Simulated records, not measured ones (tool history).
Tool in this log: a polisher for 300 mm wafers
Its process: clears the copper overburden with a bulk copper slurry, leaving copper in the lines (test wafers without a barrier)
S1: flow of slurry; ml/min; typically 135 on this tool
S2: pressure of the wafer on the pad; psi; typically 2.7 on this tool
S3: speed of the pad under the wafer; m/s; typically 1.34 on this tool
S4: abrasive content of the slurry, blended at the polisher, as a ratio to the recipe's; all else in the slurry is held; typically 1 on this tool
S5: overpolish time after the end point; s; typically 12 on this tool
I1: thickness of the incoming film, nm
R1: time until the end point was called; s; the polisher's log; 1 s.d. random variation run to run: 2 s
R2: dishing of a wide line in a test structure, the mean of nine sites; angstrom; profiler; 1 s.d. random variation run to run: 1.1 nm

run,hour,S1,S2,S3,S4,S5,I1,R1,R2
1,0,135,2.4,1.34,1.2,12,1299.8,114.4,735
2,45.1,135,2.9,1.34,0.75,12,1285.5,115.5,759
# hour 83.7: worn pad replaced by a new one
3,115.1,135,2.9,1.34,0.75,12,1275.7,104.6,820
# hour 119.5: slurry nozzle cleaned
4,141.2,145,2.7,1.34,1,12,1263.6,98.7,828
5,170.1,145,2.7,1.34,1,12,1298.2,99.6,828
# hour 207.3: slurry blender recalibrated
6,223.2,165,2.7,1.34,1,14,1313.3,101.3,914
7,279.7,135,2.7,1.34,1,6,1286.8,104.7,466
# hour 414.1: head pressure recalibrated
8,482.8,100,2.4,1.1,1,7,1282.5,146.5,401
9,529.2,155,2.7,1.6,0.8,12,1300.8,102.9,817
# hour 598.2: worn pad replaced by a new one
10,598.7,135,2.7,1.34,1,12,1312.6,103.1,822
11,628.1,110,2.7,1.34,1,18,1295.3,108.1,1020
# hour 645.8: slurry nozzle cleaned
12,685.5,135,2.7,1.34,1,12,1277.7,101.9,800
13,714,135,2.7,1.22,1.2,7,1297.5,102.9,536
# hour 771.1: slurry blender recalibrated
14,784.4,120,3.5,1.34,0.9,14,1296.1,89.5,1041
15,840.7,135,3.4,1.34,1.15,12,1315.2,83.2,966
16,878.5,90,2.7,1.34,1,17,1305.1,126.2,897
# hour 894.2: head pressure recalibrated
17,914.1,135,2.7,1.34,1,12,1298.9,109.3,778
18,968,135,3.4,1.34,1,8,1295.8,86.4,712
19,1025.6,110,2.7,1.34,1,12,1267.7,110.7,757
20,1082.2,135,2,1.34,0.7,12,1287.3,167.9,517
# hour 1103.4: slurry nozzle cleaned
21,1129.2,135,2.7,1.34,1,12,1281.7,107.8,773
# hour 1167.9: worn pad replaced by a new one
22,1189,135,3.1,1.34,1,14,1277.3,83.6,1016
23,1217.6,150,2.7,0.96,1,19,1292.1,124.7,969
# hour 1222.3: slurry blender recalibrated
24,1279.6,100,2.7,1.48,1.2,19,1295.6,97.2,1064
25,1313.9,135,2.7,1.34,1,12,1299.3,107.4,818
# hour 1348.6: head pressure recalibrated
26,1362.4,135,2.7,1.34,1,12,1290.5,106.4,802
27,1404.3,135,2.7,1.34,1,12,1289.5,104.3,775
28,1439.1,100,2.7,1.48,1.2,19,1302.5,104,1083
29,1494.5,135,2.7,1.34,1,18,1281.2,106.2,1011

Predict each of these 3 candidate next runs independently; none follows another, all start after run 29:
A,1495,160,2.7,1.34,1,12,1269.8,?,?
B,1495,100,2.7,1.34,1,12,1269.8,?,?
C,1495,135,2.7,0.9,1,7,1269.8,?,?

run,R1,R2
A,99.2,816
B,110.3,758
C,129.7,438
With no hidden state in the tool, these same runs would have given:
run,R1,R2
A,91.2,863
B,101.4,803
C,119.2,470
